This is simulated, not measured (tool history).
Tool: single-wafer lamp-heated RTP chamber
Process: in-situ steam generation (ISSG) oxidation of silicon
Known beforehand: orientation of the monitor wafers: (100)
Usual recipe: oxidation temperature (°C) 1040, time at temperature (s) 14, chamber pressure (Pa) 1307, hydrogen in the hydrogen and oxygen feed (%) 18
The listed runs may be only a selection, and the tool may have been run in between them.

run    day  oxidation temperature (°C)  time at temperature (s)  chamber pressure (Pa)  hydrogen in the hydrogen and oxygen feed (%)  wafers since the last listed run  wafers since the last pyrometer calibration  hours since the pressure gauge was zeroed  hours since the hydrogen flow controller was replaced  hours since the gauge calibration  read-back reference wafer on the same gauge, thickness  oxide thickness on the monitor wafer (Å)
  1  0.000                        1040                       14                   1307                                            18                                 0                                         5211                                     4297.6                                                 4827.4                               64.4                                                   4.664                                     44.25
  2  0.396                        1040                       14                   1307                                            18                               162                                         5373                                     4307.1                                                 4836.9                               73.9                                                   4.660                                     44.40
  3  0.742                        1034                       14                   1307                                            18                               142                                         5516                                     4315.4                                                 4845.2                               82.2                                                   4.660                                     43.17
  4  1.408                        1040                       14                   1307                                            18                               274                                         5790                                     4331.4                                                 4861.2                               98.2                                                   4.659                                     44.48
  5  2.421                        1040                       14                   1307                                            18                               416                                         6206                                     4355.7                                                 4885.5                              122.5                                                   4.663                                     44.82
  6  2.671                        1040                       14                   1307                                            18                               102                                         6309                                     4361.7                                                 4891.5                              128.5                                                   4.660                                     44.69
     3.421  -- hydrogen flow controller replaced
  7  3.442                        1040                       14                   1307                                            18                               179                                         6488                                     4380.2                                                    0.5                              147.0                                                   4.660                                     45.00
  8  3.633                        1032                       14                   1240                                            11                                78                                         6567                                     4384.8                                                    5.1                              151.6                                                   4.662                                     39.12
     4.088  -- gauge calibrated
     4.467  -- pyrometer window cleaned and pyrometer calibrated
  9  4.488                        1033                       18                   1360                                            12                               214                                            8                                     4405.3                                                   25.6                                9.6                                                   4.664                                     43.28
 10  4.500                        1040                       14                   1307                                            18                                 5                                           13                                     4405.6                                                   25.9                                9.9                                                   4.661                                     43.25
     5.021  -- pressure gauge zeroed
 11  5.042                        1040                       14                   1307                                            18                                85                                           99                                        0.5                                                   38.9                               22.9                                                   4.658                                     43.35
 12  5.421                        1040                       14                   1307                                            24                               155                                          255                                        9.6                                                   48.0                               32.0                                                   4.658                                     46.09
 13  5.983                        1026                       17                   1307                                            18                               231                                          486                                       23.1                                                   61.5                               45.5                                                   4.660                                     44.65
 14  6.338                        1029                       19                   1307                                            11                               145                                          631                                       31.6                                                   70.0                               54.0                                                   4.661                                     43.33
 15  6.712                        1040                       10                   1307                                            11                               154                                          786                                       40.6                                                   79.0                               63.0                                                   4.662                                     32.82

Consider 5 possible next runs. They are alternatives, not a sequence: every one starts from the tool as it was left by run 15. What does each give?
  A  6.729                        1040                       14                   1307                                            27                                 6                                          792                                       41.0                                                   79.4                               63.4                                                       ?                                         ?
  B  6.729                        1058                       19                   1360                                            22                                 6                                          792                                       41.0                                                   79.4                               63.4                                                       ?                                         ?
  C  6.729                        1049                       14                   1307                                            22                                 6                                          792                                       41.0                                                   79.4                               63.4                                                       ?                                         ?
  D  6.729                        1047                       14                   1307                                            18                                 6                                          792                                       41.0                                                   79.4                               63.4                                                       ?                                         ?
  E  6.729                        1032                       18                   1360                                            27                                 6                                          792                                       41.0                                                   79.4                               63.4                                                       ?                                         ?

run  read-back reference wafer on the same gauge, thickness  oxide thickness on the monitor wafer (Å)
  A                                                   4.656                                     47.60
  B                                                   4.656                                     57.81
  C                                                   4.656                                     47.44
  D                                                   4.656                                     44.89
  E                                                   4.656                                     51.30
The same runs, with their run-to-run variation unchanged, on a tool lacking any hidden condition would have given:
run  oxide thickness on the monitor wafer (Å)
  A                                     47.28
  B                                     57.35
  C                                     47.10
  D                                     44.57
  E                                     50.95
